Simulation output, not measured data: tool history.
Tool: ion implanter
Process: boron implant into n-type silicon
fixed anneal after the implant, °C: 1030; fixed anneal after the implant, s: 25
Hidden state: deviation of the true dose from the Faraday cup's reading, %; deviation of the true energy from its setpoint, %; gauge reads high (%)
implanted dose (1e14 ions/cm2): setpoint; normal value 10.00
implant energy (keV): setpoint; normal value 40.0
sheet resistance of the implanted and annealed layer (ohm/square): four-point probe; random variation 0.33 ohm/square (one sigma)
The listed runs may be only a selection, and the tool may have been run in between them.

run    hour  implanted dose (1e14 ions/cm2)  implant energy (keV)  wafers since the last listed run  hours since the last dose calibration  hours since the extraction supply was calibrated  hours since the gauge calibration  read-back reference wafer on the same gauge, sheet resistance  sheet resistance of the implanted and annealed layer (ohm/square)
  1     0.0                           10.00                  40.0                                 0                                  589.8                                            3801.4                              850.3                                                          98.92                                                             109.53
  2    49.6                           10.00                  40.0                              1291                                  639.4                                            3851.0                              899.9                                                          98.92                                                             109.85
  3   121.3                           10.00                  40.0                              1866                                  711.1                                            3922.7                              971.6                                                          98.95                                                             109.46
  4   201.1                           10.00                  40.0                              2077                                  790.9                                            4002.5                             1051.4                                                          99.00                                                             109.69
  5   299.1                           10.00                  40.0                              2551                                  888.9                                            4100.5                             1149.4                                                          98.94                                                             108.66
      325.4  -- gauge calibrated
  6   372.0                           10.00                  40.0                              1897                                  961.8                                            4173.4                               46.6                                                          99.10                                                             108.71
  7   417.4                           11.21                  47.0                              1181                                 1007.2                                            4218.8                               92.0                                                          99.04                                                              97.53
  8   515.5                           12.05                  40.0                              2553                                 1105.3                                            4316.9                              190.1                                                          98.97                                                              93.14
  9   587.0                           12.05                  40.0                              1861                                 1176.8                                            4388.4                              261.6                                                          98.96                                                              92.70
 10   643.7                           11.49                  40.0                              1476                                 1233.5                                            4445.1                              318.3                                                          98.97                                                              96.68
 11   711.3                           11.49                  40.0                              1759                                 1301.1                                            4512.7                              385.9                                                          99.05                                                              97.04
 12   797.4                           10.00                  36.0                              2241                                 1387.2                                            4598.8                              472.0                                                          99.09                                                             109.11
 13   841.9                           10.00                  36.0                              1158                                 1431.7                                            4643.3                              516.5                                                          99.03                                                             109.17
 14   948.1                           10.00                  29.0                              2764                                 1537.9                                            4749.5                              622.7                                                          98.96                                                             110.55
 15  1024.0                           10.00                  30.5                              1976                                 1613.8                                            4825.4                              698.6                                                          98.95                                                             110.86
 16  1067.5                           11.78                  36.5                              1132                                 1657.3                                            4868.9                              742.1                                                          99.00                                                              94.96
     1130.9  -- Faraday cup replaced and dose calibrated
 17  1175.1                            8.39                  40.0                              2593                                   44.2                                            4976.5                              849.7                                                          98.89                                                             129.08
     1210.7  -- extraction supply calibrated
 18  1238.7                           11.67                  28.0                              1447                                  107.8                                              28.0                              913.3                                                          98.93                                                             100.05
 19  1288.7                           11.61                  26.5                              1301                                  157.8                                              78.0                              963.3                                                          98.90                                                             100.38
     1365.8  -- gauge calibrated
 20  1594.3                           10.00                  40.0                              7956                                  463.4                                             383.6                              228.5                                                          99.11                                                             110.32
 21  1637.3                           11.12                  46.0                              1119                                  506.4                                             426.6                              271.5                                                          98.96                                                             100.21
 22  1709.3                            7.14                  29.0                              1874                                  578.4                                             498.6                              343.5                                                          98.97                                                             148.87
 23  1763.4                           11.02                  27.5                              1408                                  632.5                                             552.7                              397.6                                                          99.12                                                             102.80
 24  1858.5                           10.00                  26.5                              2475                                  727.6                                             647.8                              492.7                                                          98.91                                                             112.19
 25  1914.8                           10.00                  40.0                              1465                                  783.9                                             704.1                              549.0                                                          98.94                                                             109.22
 26  1951.2                           10.00                  40.0                               947                                  820.3                                             740.5                              585.4                                                          99.05                                                             108.64
 27  2057.9                            7.59                  31.5                              2777                                  927.0                                             847.2                              692.1                                                          98.99                                                             139.47
 28  2120.2                            7.43                  26.5                              1621                                  989.3                                             909.5                              754.4                                                          99.02                                                             144.39
 29  2191.6                           10.00                  40.0                              1858                                 1060.7                                             980.9                              825.8                                                          99.14                                                             108.94

What if the next run were any one of these 3? Each begins from the tool's condition after run 29:
  A  2192.0                           10.00                  52.0                                10                                 1061.1                                             981.3                              826.2                                                              ?                                                                  ?
  B  2192.0                           10.77                  40.0                                10                                 1061.1                                             981.3                              826.2                                                              ?                                                                  ?
  C  2192.0                           11.70                  26.5                                10                                 1061.1                                             981.3                              826.2                                                              ?                                                                  ?

run  read-back reference wafer on the same gauge, sheet resistance  sheet resistance of the implanted and annealed layer (ohm/square)
  A                                                          98.96                                                             106.90
  B                                                          98.96                                                             102.58
  C                                                          98.96                                                              98.26
Take away the tool's hidden state, keep each run's random variation, and the runs would have read:
run  sheet resistance of the implanted and annealed layer (ohm/square)
  A                                                             110.27
  B                                                             105.87
  C                                                             101.44
